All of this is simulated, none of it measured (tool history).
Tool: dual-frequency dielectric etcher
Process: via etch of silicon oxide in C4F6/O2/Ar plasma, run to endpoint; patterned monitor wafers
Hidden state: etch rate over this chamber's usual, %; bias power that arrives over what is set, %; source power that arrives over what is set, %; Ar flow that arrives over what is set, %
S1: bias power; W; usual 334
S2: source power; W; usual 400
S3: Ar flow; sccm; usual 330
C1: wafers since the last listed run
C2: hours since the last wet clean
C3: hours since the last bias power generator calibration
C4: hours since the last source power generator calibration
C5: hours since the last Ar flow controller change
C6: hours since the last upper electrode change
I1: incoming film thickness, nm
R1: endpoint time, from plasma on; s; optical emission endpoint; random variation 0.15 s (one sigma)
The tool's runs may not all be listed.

run 1 day=0 | S1=334 S2=400 S3=330 | C1=0 C2=227.5 C3=4405.4 C4=1410.8 C5=5574.3 C6=3491.4 | I1=197.4 | R1=49.3
run 2 day=0.979 | S1=334 S2=400 S3=330 | C1=301 C2=251 C3=4428.9 C4=1434.3 C5=5597.8 C6=3514.9 | I1=196.9 | R1=48.9
run 3 day=1.538 | S1=334 S2=400 S3=277 | C1=171 C2=264.4 C3=4442.3 C4=1447.7 C5=5611.2 C6=3528.3 | I1=197.9 | R1=48.1
run 4 day=2.075 | S1=300 S2=400 S3=330 | C1=165 C2=277.3 C3=4455.2 C4=1460.6 C5=5624.1 C6=3541.2 | I1=197.3 | R1=50.7
run 5 day=2.783 | S1=400 S2=400 S3=330 | C1=218 C2=294.3 C3=4472.2 C4=1477.6 C5=5641.1 C6=3558.2 | I1=197.6 | R1=46
run 6 day=3.971 | S1=334 S2=400 S3=330 | C1=365 C2=322.8 C3=4500.7 C4=1506.1 C5=5669.6 C6=3586.7 | I1=197 | R1=48.8
-- day=5.658 upper electrode replaced
run 7 day=5.679 | S1=334 S2=400 S3=330 | C1=218 C2=363.8 C3=4541.7 C4=1547.1 C5=5710.6 C6=0.5 | I1=197 | R1=48.7
run 8 day=5.696 | S1=334 S2=400 S3=330 | C1=5 C2=364.2 C3=4542.1 C4=1547.5 C5=5711 C6=0.9 | I1=198 | R1=48.8
run 9 day=6.667 | S1=334 S2=400 S3=348 | C1=299 C2=387.5 C3=4565.4 C4=1570.8 C5=5734.3 C6=24.2 | I1=199.9 | R1=49.9
run 10 day=7.229 | S1=334 S2=400 S3=348 | C1=173 C2=401 C3=4578.9 C4=1584.3 C5=5747.8 C6=37.7 | I1=198.8 | R1=49.2
run 11 day=8.654 | S1=334 S2=400 S3=330 | C1=438 C2=435.2 C3=4613.1 C4=1618.5 C5=5782 C6=71.9 | I1=197.8 | R1=48.6
-- day=9.362 bias power generator calibrated
run 12 day=10.071 | S1=334 S2=490 S3=283 | C1=385 C2=469.2 C3=17 C4=1652.5 C5=5816 C6=105.9 | I1=197.6 | R1=43.7
run 13 day=11.025 | S1=334 S2=400 S3=330 | C1=293 C2=492.1 C3=39.9 C4=1675.4 C5=5838.9 C6=128.8 | I1=198.2 | R1=48.8
run 14 day=11.8 | S1=411 S2=470 S3=258 | C1=238 C2=510.7 C3=58.5 C4=1694 C5=5857.5 C6=147.4 | I1=197.5 | R1=40.8
run 15 day=12.925 | S1=388 S2=310 S3=330 | C1=346 C2=537.7 C3=85.5 C4=1721 C5=5884.5 C6=174.4 | I1=196.1 | R1=50.9
-- day=13.933 source power generator calibrated
run 16 day=14.404 | S1=418 S2=400 S3=330 | C1=404 C2=573.2 C3=121 C4=11.3 C5=5920 C6=209.9 | I1=198 | R1=43.9
-- day=16.396 wet clean of the chamber
run 17 day=16.417 | S1=281 S2=400 S3=330 | C1=311 C2=0.5 C3=169.3 C4=59.6 C5=5968.3 C6=258.2 | I1=196.8 | R1=51.8

Run 18 comes next. What will it give?
run 18 day=17.167 | S1=385 S2=400 S3=330 | C1=231 C2=18.5 C3=187.3 C4=77.6 C5=5986.3 C6=276.2 | I1=197 | R1=?

R1: 46.4 s
Without the tool's hidden state the same run would have given R1 46.3 s.
